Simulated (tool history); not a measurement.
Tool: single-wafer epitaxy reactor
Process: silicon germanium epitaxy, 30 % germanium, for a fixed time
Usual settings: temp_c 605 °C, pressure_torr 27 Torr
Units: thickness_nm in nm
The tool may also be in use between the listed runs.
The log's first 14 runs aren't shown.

run	hour	temp_c	pressure_torr	wafers since the last listed run	hours since the last pyrometer calibration	hours since the last manometer calibration	hours since the showerhead was replaced	hours since the gauge calibration	read-back reference wafer on the same gauge, thickness_nm	thickness_nm
15	670.8	594	27	694	2379.2	2314.5	5640.9	1001.7	72.945	61.702
16	718.3	600	27	564	2426.7	2362	5688.4	1049.2	72.946	67.917
# hour 818: showerhead replaced
17	825.4	597	33.4	1178	2533.8	2469.1	7.4	1156.3	73.069	71.378
# hour 838.8: gauge calibrated
18	886.9	601	30.8	731	2595.3	2530.6	68.9	48.1	72.892	72.973
# hour 896.4: pyrometer calibrated
19	935.1	595	29	477	38.7	2578.8	117.1	96.3	73.076	69.384
20	973.9	594	22.3	461	77.5	2617.6	155.9	135.1	73.045	59.335
# hour 1023.9: capacitance manometer re-zeroed and calibrated
21	1031.2	615	24.8	586	134.8	7.3	213.2	192.4	72.947	86.891
22	1069.1	605	27	450	172.7	45.2	251.1	230.3	72.978	77.83
23	1097.7	599	27	339	201.3	73.8	279.7	258.9	72.979	70.667
24	1164.6	605	27	795	268.2	140.7	346.6	325.8	73.029	77.265
25	1223.9	605	20.3	704	327.5	200	405.9	385.1	73.072	66.036
26	1280.4	598	32.8	671	384	256.5	462.4	441.6	73.022	76.784
27	1346	605	27	779	449.6	322.1	528	507.2	72.954	77.397
28	1376.7	605	27	364	480.3	352.8	558.7	537.9	72.92	77.151
29	1413.6	614	24.5	438	517.2	389.7	595.6	574.8	72.917	83.868
30	1456.2	594	29.5	506	559.8	432.3	638.2	617.4	72.944	67.724
31	1506.8	598	21.5	601	610.4	482.9	688.8	668	73.032	60.648
32	1534.7	596	30.9	331	638.3	510.8	716.7	695.9	72.959	71.536
33	1605.8	596	30.9	845	709.4	581.9	787.8	767	73.05	71.782
34	1647.7	615	28.9	498	751.3	623.8	829.7	808.9	72.92	92.624

5 ways to go on from here, each from the tool as it stands after run 34. What would each give?
A	1648.1	616	27	4	751.7	624.2	830.1	809.3	?	?
B	1648.1	598	32.2	4	751.7	624.2	830.1	809.3	?	?
C	1648.1	605	21.6	4	751.7	624.2	830.1	809.3	?	?
D	1648.1	619	27	4	751.7	624.2	830.1	809.3	?	?
E	1648.1	598	31.4	4	751.7	624.2	830.1	809.3	?	?

run	read-back reference wafer on the same gauge, thickness_nm	thickness_nm
A	72.943	91.579
B	72.943	75.482
C	72.943	67.947
D	72.943	95.946
E	72.943	74.517
Without the tool's hidden state the same runs would have given:
run	thickness_nm
A	92.805
B	76.53
C	68.877
D	97.223
E	75.552
